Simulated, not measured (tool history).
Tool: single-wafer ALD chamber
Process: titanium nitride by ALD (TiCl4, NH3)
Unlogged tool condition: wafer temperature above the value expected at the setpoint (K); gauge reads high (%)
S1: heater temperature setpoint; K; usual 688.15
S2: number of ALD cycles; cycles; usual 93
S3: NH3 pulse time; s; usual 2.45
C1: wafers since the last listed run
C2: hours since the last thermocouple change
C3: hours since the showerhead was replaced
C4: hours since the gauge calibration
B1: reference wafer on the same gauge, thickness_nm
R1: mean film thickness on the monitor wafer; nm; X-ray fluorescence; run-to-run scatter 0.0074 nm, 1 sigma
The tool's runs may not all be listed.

| run | day | S1 | S2 | S3 | C1 | C2 | C3 | C4 | B1 | R1 |
|---|---|---|---|---|---|---|---|---|---|---|
| 1 | 0.000 | 688.15 | 93 | 2.45 | 0 | 1772.0 | 4897.5 | 549.5 | 2.271 | 2.142 |
| 2 | 0.642 | 688.15 | 93 | 2.45 | 54 | 1787.4 | 4912.9 | 564.9 | 2.271 | 2.146 |
| 3 | 1.733 | 688.15 | 93 | 2.45 | 91 | 1813.6 | 4939.1 | 591.1 | 2.268 | 2.146 |
| 4 | 2.738 | 688.15 | 93 | 2.19 | 84 | 1837.7 | 4963.2 | 615.2 | 2.269 | 2.135 |
| 5 | 4.125 | 688.15 | 80 | 2.45 | 116 | 1871.0 | 4996.5 | 648.5 | 2.273 | 1.840 |
| 6 | 5.600 | 688.15 | 93 | 2.45 | 124 | 1906.4 | 5031.9 | 683.9 | 2.269 | 2.148 |
| 7 | 6.708 | 688.15 | 93 | 2.45 | 93 | 1933.0 | 5058.5 | 710.5 | 2.269 | 2.152 |
| 8 | 7.775 | 688.15 | 93 | 2.45 | 89 | 1958.6 | 5084.1 | 736.1 | 2.269 | 2.134 |
| 9 | 8.929 | 688.15 | 103 | 1.97 | 97 | 1986.3 | 5111.8 | 763.8 | 2.270 | 2.355 |
| 10 | 9.917 | 688.15 | 103 | 1.97 | 83 | 2010.0 | 5135.5 | 787.5 | 2.271 | 2.343 |
|  | 10.538 | gauge calibrated |
| 11 | 10.858 | 688.15 | 103 | 1.97 | 79 | 2032.6 | 5158.1 | 7.7 | 2.268 | 2.348 |
| 12 | 11.558 | 697.15 | 93 | 2.45 | 58 | 2049.4 | 5174.9 | 24.5 | 2.272 | 2.137 |
| 13 | 12.700 | 673.15 | 99 | 2.70 | 96 | 2076.8 | 5202.3 | 51.9 | 2.270 | 2.304 |
| 14 | 14.054 | 688.15 | 93 | 2.45 | 113 | 2109.3 | 5234.8 | 84.4 | 2.269 | 2.135 |
| 15 | 15.479 | 702.15 | 111 | 2.75 | 119 | 2143.5 | 5269.0 | 118.6 | 2.271 | 2.581 |
| 16 | 16.050 | 675.15 | 88 | 1.94 | 48 | 2157.2 | 5282.7 | 132.3 | 2.271 | 2.001 |
| 17 | 17.183 | 688.15 | 107 | 2.45 | 95 | 2184.4 | 5309.9 | 159.5 | 2.272 | 2.482 |
| 18 | 17.938 | 674.15 | 84 | 1.69 | 63 | 2202.5 | 5328.0 | 177.6 | 2.270 | 1.887 |
| 19 | 18.804 | 674.15 | 85 | 3.22 | 72 | 2223.3 | 5348.8 | 198.4 | 2.270 | 1.979 |
| 20 | 19.867 | 688.15 | 93 | 2.19 | 89 | 2248.8 | 5374.3 | 223.9 | 2.269 | 2.126 |
|  | 24.104 | thermocouple changed; heater temperature recalibrated |
| 21 | 24.358 | 701.15 | 78 | 2.45 | 350 | 6.1 | 5482.1 | 331.7 | 2.270 | 1.798 |
|  | 25.133 | showerhead replaced |
| 22 | 25.325 | 688.15 | 93 | 2.13 | 53 | 29.3 | 4.6 | 354.9 | 2.269 | 2.131 |
| 23 | 29.612 | 688.15 | 93 | 2.19 | 360 | 132.2 | 107.5 | 457.8 | 2.270 | 2.126 |
| 24 | 30.750 | 688.15 | 93 | 2.82 | 95 | 159.5 | 134.8 | 485.1 | 2.270 | 2.158 |
| 25 | 34.604 | 688.15 | 93 | 2.45 | 324 | 252.0 | 227.3 | 577.6 | 2.269 | 2.146 |

5 ways to go on from here, each from the tool as it stands after run 25. What would each give?
| A | 34.629 | 688.15 | 93 | 2.78 | 2 | 252.6 | 227.9 | 578.2 | ? | ? |
| B | 34.629 | 693.15 | 85 | 2.45 | 2 | 252.6 | 227.9 | 578.2 | ? | ? |
| C | 34.629 | 688.15 | 80 | 1.67 | 2 | 252.6 | 227.9 | 578.2 | ? | ? |
| D | 34.629 | 688.15 | 93 | 3.03 | 2 | 252.6 | 227.9 | 578.2 | ? | ? |
| E | 34.629 | 701.15 | 79 | 1.49 | 2 | 252.6 | 227.9 | 578.2 | ? | ? |

| run | B1 | R1 |
|---|---|---|
| A | 2.269 | 2.139 |
| B | 2.269 | 1.948 |
| C | 2.269 | 1.798 |
| D | 2.269 | 2.145 |
| E | 2.269 | 1.773 |
Without the tool's unlogged condition, the same runs would have read:
| run | R1 |
|---|---|
| A | 2.139 |
| B | 1.948 |
| C | 1.798 |
| D | 2.145 |
| E | 1.773 |
